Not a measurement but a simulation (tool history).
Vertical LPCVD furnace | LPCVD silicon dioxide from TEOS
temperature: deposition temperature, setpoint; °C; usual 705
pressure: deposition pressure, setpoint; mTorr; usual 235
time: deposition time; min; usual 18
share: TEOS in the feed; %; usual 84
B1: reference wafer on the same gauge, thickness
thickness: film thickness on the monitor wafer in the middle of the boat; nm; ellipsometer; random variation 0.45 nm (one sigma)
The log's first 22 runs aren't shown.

{"run": 23, "hour": 322.8, "temperature": 705, "pressure": 235, "time": 11.5, "share": 72, "B1": 131.96, "thickness": 81.51}
{"run": 24, "hour": 334.1, "temperature": 705, "pressure": 205, "time": 14.5, "share": 71, "B1": 132.02, "thickness": 94.81}
{"run": 25, "hour": 348.0, "temperature": 705, "pressure": 235, "time": 18, "share": 84, "B1": 132.06, "thickness": 138.92}
{"run": 26, "hour": 360.4, "temperature": 705, "pressure": 270, "time": 15, "share": 72, "B1": 132.02, "thickness": 114}
{"run": 27, "hour": 371.6, "temperature": 705, "pressure": 210, "time": 15.5, "share": 92, "B1": 131.95, "thickness": 117.64}
{"run": 28, "hour": 384.8, "temperature": 705, "pressure": 285, "time": 24.5, "share": 84, "B1": 131.87, "thickness": 205.42}
{"run": 29, "hour": 391.0, "temperature": 705, "pressure": 235, "time": 11, "share": 84, "B1": 131.93, "thickness": 84.2}
{"run": 30, "hour": 399.4, "temperature": 705, "pressure": 235, "time": 18, "share": 84, "B1": 131.97, "thickness": 138}
{"run": 31, "hour": 416.3, "temperature": 705, "pressure": 235, "time": 18, "share": 84, "B1": 132.08, "thickness": 137.05}
{"run": 32, "hour": 426.0, "temperature": 714, "pressure": 255, "time": 18, "share": 84, "B1": 131.98, "thickness": 176.76}

3 ways to go on from here, each from the tool as it stands after run 32. What would each give?
{"run": "A", "hour": 429.4, "temperature": 705, "pressure": 235, "time": 18, "share": 97, "B1": "?", "thickness": "?"}
{"run": "B", "hour": 429.4, "temperature": 716, "pressure": 235, "time": 11, "share": 84, "B1": "?", "thickness": "?"}
{"run": "C", "hour": 429.4, "temperature": 701, "pressure": 235, "time": 18, "share": 84, "B1": "?", "thickness": "?"}

run=A B1=131.93 thickness=148.19
run=B B1=131.93 thickness=108.25
run=C B1=131.93 thickness=125.73
Without the tool's hidden state the same runs would have given:
run=A thickness=148.19
run=B thickness=108.25
run=C thickness=125.73

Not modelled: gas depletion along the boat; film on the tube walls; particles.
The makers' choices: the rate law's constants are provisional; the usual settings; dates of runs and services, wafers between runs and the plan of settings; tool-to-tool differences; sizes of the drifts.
